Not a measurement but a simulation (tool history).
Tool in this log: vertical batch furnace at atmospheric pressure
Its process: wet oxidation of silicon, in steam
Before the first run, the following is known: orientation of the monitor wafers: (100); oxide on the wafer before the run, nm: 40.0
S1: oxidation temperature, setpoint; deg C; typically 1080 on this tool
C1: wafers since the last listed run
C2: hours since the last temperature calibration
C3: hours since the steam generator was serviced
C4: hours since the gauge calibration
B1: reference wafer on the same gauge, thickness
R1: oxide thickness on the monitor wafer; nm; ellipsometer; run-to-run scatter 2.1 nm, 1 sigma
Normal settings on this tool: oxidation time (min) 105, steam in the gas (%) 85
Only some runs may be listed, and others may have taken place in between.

{"run": 1, "hour": 0.0, "S1": 1080, "oxidation time (min)": 92.5, "steam in the gas (%)": 85, "C1": 0, "C2": 1798.2, "C3": 2971, "C4": 529.3, "B1": 884.11, "R1": 844.89}
{"hour": 12.1, "done": "thermocouples replaced and temperature profile calibrated"}
{"run": 2, "hour": 83.1, "S1": 1080, "oxidation time (min)": 105, "steam in the gas (%)": 85, "C1": 1259, "C2": 71, "C3": 3054.1, "C4": 612.4, "B1": 883.51, "R1": 887.35}
{"run": 3, "hour": 175.5, "S1": 1080, "oxidation time (min)": 105, "steam in the gas (%)": 85, "C1": 1639, "C2": 163.4, "C3": 3146.5, "C4": 704.8, "B1": 884.04, "R1": 890.3}
{"run": 4, "hour": 224.3, "S1": 1080, "oxidation time (min)": 105, "steam in the gas (%)": 85, "C1": 865, "C2": 212.2, "C3": 3195.3, "C4": 753.6, "B1": 883.58, "R1": 893.3}
{"run": 5, "hour": 279.4, "S1": 1080, "oxidation time (min)": 105, "steam in the gas (%)": 85, "C1": 977, "C2": 267.3, "C3": 3250.4, "C4": 808.7, "B1": 884.32, "R1": 895.32}
{"run": 6, "hour": 502.9, "S1": 1080, "oxidation time (min)": 105, "steam in the gas (%)": 85, "C1": 3965, "C2": 490.8, "C3": 3473.9, "C4": 1032.2, "B1": 883.83, "R1": 895.88}
{"run": 7, "hour": 587.6, "S1": 1080, "oxidation time (min)": 105, "steam in the gas (%)": 85, "C1": 1502, "C2": 575.5, "C3": 3558.6, "C4": 1116.9, "B1": 884.33, "R1": 895.17}
{"run": 8, "hour": 694.0, "S1": 1080, "oxidation time (min)": 105, "steam in the gas (%)": 85, "C1": 1887, "C2": 681.9, "C3": 3665, "C4": 1223.3, "B1": 884.34, "R1": 897.09}
{"run": 9, "hour": 761.9, "S1": 1080, "oxidation time (min)": 105, "steam in the gas (%)": 85, "C1": 1204, "C2": 749.8, "C3": 3732.9, "C4": 1291.2, "B1": 884.69, "R1": 897.77}
{"run": 10, "hour": 848.4, "S1": 1080, "oxidation time (min)": 105, "steam in the gas (%)": 85, "C1": 1534, "C2": 836.3, "C3": 3819.4, "C4": 1377.7, "B1": 883.77, "R1": 894.65}
{"hour": 902.2, "done": "steam generator serviced"}
{"run": 11, "hour": 902.7, "S1": 1080, "oxidation time (min)": 83, "steam in the gas (%)": 85, "C1": 537, "C2": 890.6, "C3": 0.5, "C4": 1432, "B1": 883.37, "R1": 802.43}
{"run": 12, "hour": 935.3, "S1": 1080, "oxidation time (min)": 105, "steam in the gas (%)": 85, "C1": 578, "C2": 923.2, "C3": 33.1, "C4": 1464.6, "B1": 884.33, "R1": 913.31}
{"run": 13, "hour": 1036.2, "S1": 1080, "oxidation time (min)": 105, "steam in the gas (%)": 85, "C1": 1790, "C2": 1024.1, "C3": 134, "C4": 1565.5, "B1": 883.97, "R1": 912.26}
{"run": 14, "hour": 1335.6, "S1": 1080, "oxidation time (min)": 105, "steam in the gas (%)": 85, "C1": 5312, "C2": 1323.5, "C3": 433.4, "C4": 1864.9, "B1": 884.15, "R1": 914.08}
{"run": 15, "hour": 1439.1, "S1": 1080, "oxidation time (min)": 105, "steam in the gas (%)": 85, "C1": 1836, "C2": 1427, "C3": 536.9, "C4": 1968.4, "B1": 883.62, "R1": 913.13}
{"run": 16, "hour": 1512.5, "S1": 1057, "oxidation time (min)": 105, "steam in the gas (%)": 85, "C1": 1302, "C2": 1500.4, "C3": 610.3, "C4": 2041.8, "B1": 884.74, "R1": 832.24}
{"run": 17, "hour": 1551.6, "S1": 1080, "oxidation time (min)": 105, "steam in the gas (%)": 85, "C1": 693, "C2": 1539.5, "C3": 649.4, "C4": 2080.9, "B1": 884.17, "R1": 910.36}
{"run": 18, "hour": 1588.7, "S1": 1080, "oxidation time (min)": 105, "steam in the gas (%)": 85, "C1": 658, "C2": 1576.6, "C3": 686.5, "C4": 2118, "B1": 883.5, "R1": 913.34}
{"hour": 1681.3, "done": "thermocouples replaced and temperature profile calibrated"}
{"run": 19, "hour": 1694.7, "S1": 1101, "oxidation time (min)": 90.5, "steam in the gas (%)": 94, "C1": 1454, "C2": 13.4, "C3": 792.5, "C4": 2224, "B1": 884, "R1": 942.08}
{"run": 20, "hour": 1801.2, "S1": 1094, "oxidation time (min)": 105, "steam in the gas (%)": 76, "C1": 1889, "C2": 119.9, "C3": 899, "C4": 2330.5, "B1": 884, "R1": 889.19}
{"hour": 1817.9, "done": "gauge calibrated"}
{"run": 21, "hour": 1878.8, "S1": 1080, "oxidation time (min)": 105, "steam in the gas (%)": 85, "C1": 1376, "C2": 197.5, "C3": 976.6, "C4": 60.9, "B1": 883.8, "R1": 899.58}
{"run": 22, "hour": 1981.5, "S1": 1080, "oxidation time (min)": 89.5, "steam in the gas (%)": 78, "C1": 1822, "C2": 300.2, "C3": 1079.3, "C4": 163.6, "B1": 884.24, "R1": 785.18}
{"run": 23, "hour": 2038.1, "S1": 1068, "oxidation time (min)": 105, "steam in the gas (%)": 79, "C1": 1004, "C2": 356.8, "C3": 1135.9, "C4": 220.2, "B1": 884.15, "R1": 825.13}
{"run": 24, "hour": 2110.5, "S1": 1088, "oxidation time (min)": 150.5, "steam in the gas (%)": 81, "C1": 1284, "C2": 429.2, "C3": 1208.3, "C4": 292.6, "B1": 883.65, "R1": 1097.53}
{"run": 25, "hour": 2202.6, "S1": 1097, "oxidation time (min)": 105, "steam in the gas (%)": 85, "C1": 1634, "C2": 521.3, "C3": 1300.4, "C4": 384.7, "B1": 883.33, "R1": 957.9}
{"run": 26, "hour": 2258.6, "S1": 1080, "oxidation time (min)": 147, "steam in the gas (%)": 80, "C1": 993, "C2": 577.3, "C3": 1356.4, "C4": 440.7, "B1": 883.27, "R1": 1053.64}
{"run": 27, "hour": 2337.0, "S1": 1080, "oxidation time (min)": 105, "steam in the gas (%)": 96, "C1": 1391, "C2": 655.7, "C3": 1434.8, "C4": 519.1, "B1": 883.18, "R1": 971.99}
{"run": 28, "hour": 2444.5, "S1": 1072, "oxidation time (min)": 64, "steam in the gas (%)": 89, "C1": 1907, "C2": 763.2, "C3": 1542.3, "C4": 626.6, "B1": 884.13, "R1": 683.39}
{"run": 29, "hour": 2650.6, "S1": 1069, "oxidation time (min)": 105, "steam in the gas (%)": 85, "C1": 3656, "C2": 969.3, "C3": 1748.4, "C4": 832.7, "B1": 884.07, "R1": 868.13}
{"run": 30, "hour": 2696.7, "S1": 1061, "oxidation time (min)": 105, "steam in the gas (%)": 79, "C1": 817, "C2": 1015.4, "C3": 1794.5, "C4": 878.8, "B1": 883.84, "R1": 807.81}

How would selected steps in R1 from run to run divide? Give the signed amount a tool lacking its hidden state would still show from settings, what came in and random variation, and the signed amount left for the hidden state, including any gauge scatter that is not in both of the compared results.
Hidden state present: true tube temperature minus thermocouple reading, K; steam share off its setpoint, % of the setpoint; gauge reads high (%).
Run 1 -> 2: oxidation time (min) 92.5 -> 105, thermocouples replaced and temperature profile calibrated. R1 +42.46 nm: hidden state -14.6, all else +57.06.
Run 10 -> 11: oxidation time (min) 105 -> 83, steam generator serviced. R1 -92.22 nm: hidden state +14.52, all else -106.74.
Run 18 -> 19: S1 1080 -> 1101, oxidation time (min) 105 -> 90.5, steam in the gas (%) 85 -> 94, thermocouples replaced and temperature profile calibrated. R1 +28.74 nm: hidden state -16.98, all else +45.72.
Run 23 -> 24: S1 1068 -> 1088, oxidation time (min) 105 -> 150.5, steam in the gas (%) 79 -> 81. R1 +272.4 nm: hidden state +1.21, all else +271.19.
Run 27 -> 28: S1 1080 -> 1072, oxidation time (min) 105 -> 64, steam in the gas (%) 96 -> 89. R1 -288.6 nm: hidden state -0.91, all else -287.69.
Run 28 -> 29: S1 1072 -> 1069, oxidation time (min) 64 -> 105, steam in the gas (%) 89 -> 85. R1 +184.74 nm: hidden state +2.43, all else +182.31.
